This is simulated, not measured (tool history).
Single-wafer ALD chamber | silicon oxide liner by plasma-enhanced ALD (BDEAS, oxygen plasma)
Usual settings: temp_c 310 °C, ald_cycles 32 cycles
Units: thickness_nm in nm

run,hour,temp_c,ald_cycles,wafers since the last listed run,hours since the last thermocouple change,hours since the gauge calibration,"read-back reference wafer on the same gauge, thickness_nm",thickness_nm
1,0.0,310,32,0,1726.9,1245.5,3.592,3.548
2,56.3,310,28,600,1783.2,1301.8,3.592,3.115
3,208.2,310,28,1618,1935.1,1453.7,3.591,3.102
4,278.5,310,28,749,2005.4,1524.0,3.592,3.101
5,303.9,310,32,270,2030.8,1549.4,3.589,3.550
6,328.9,310,32,266,2055.8,1574.4,3.590,3.555
7,385.8,310,32,606,2112.7,1631.3,3.589,3.556
8,433.3,310,36,506,2160.2,1678.8,3.587,4.016
9,488.7,300,29,590,2215.6,1734.2,3.592,3.303
# hour 504.5: gauge calibrated
10,517.9,321,37,311,2244.8,13.4,3.588,4.037
11,585.9,321,37,724,2312.8,81.4,3.589,4.038
12,655.1,310,32,737,2382.0,150.6,3.590,3.562
13,722.5,310,32,718,2449.4,218.0,3.590,3.555
# hour 760.0: thermocouple changed; heater temperature recalibrated
14,760.5,310,32,319,0.5,256.0,3.590,3.549
15,781.9,310,35,228,21.9,277.4,3.593,3.877
16,815.9,319,36,362,55.9,311.4,3.589,3.924
17,885.8,319,26,744,125.8,381.3,3.590,2.860
18,941.5,320,32,593,181.5,437.0,3.589,3.495
19,1134.9,297,32,2061,374.9,630.4,3.593,3.664
20,1159.8,323,30,265,399.8,655.3,3.588,3.265
21,1212.1,310,32,557,452.1,707.6,3.590,3.558
22,1252.7,300,35,432,492.7,748.2,3.588,3.981
23,1290.6,310,32,403,530.6,786.1,3.589,3.572
24,1357.3,319,29,710,597.3,852.8,3.589,3.159
25,1423.4,310,32,704,663.4,918.9,3.589,3.556
26,1513.5,321,37,960,753.5,1009.0,3.591,4.053
27,1561.2,310,32,508,801.2,1056.7,3.587,3.568
28,1620.4,322,28,630,860.4,1115.9,3.591,3.059

Forecast each of these 5 alternatives for the next run:
A,1620.8,310,32,4,860.8,1116.3,?,?
B,1620.8,316,26,4,860.8,1116.3,?,?
C,1620.8,322,37,4,860.8,1116.3,?,?
D,1620.8,297,30,4,860.8,1116.3,?,?
E,1620.8,303,29,4,860.8,1116.3,?,?

run,"read-back reference wafer on the same gauge, thickness_nm",thickness_nm
A,3.591,3.554
B,3.591,2.860
C,3.591,4.030
D,3.591,3.439
E,3.591,3.258
Without the tool's hidden state the same runs would have given:
run,thickness_nm
A,3.554
B,2.860
C,4.030
D,3.439
E,3.258
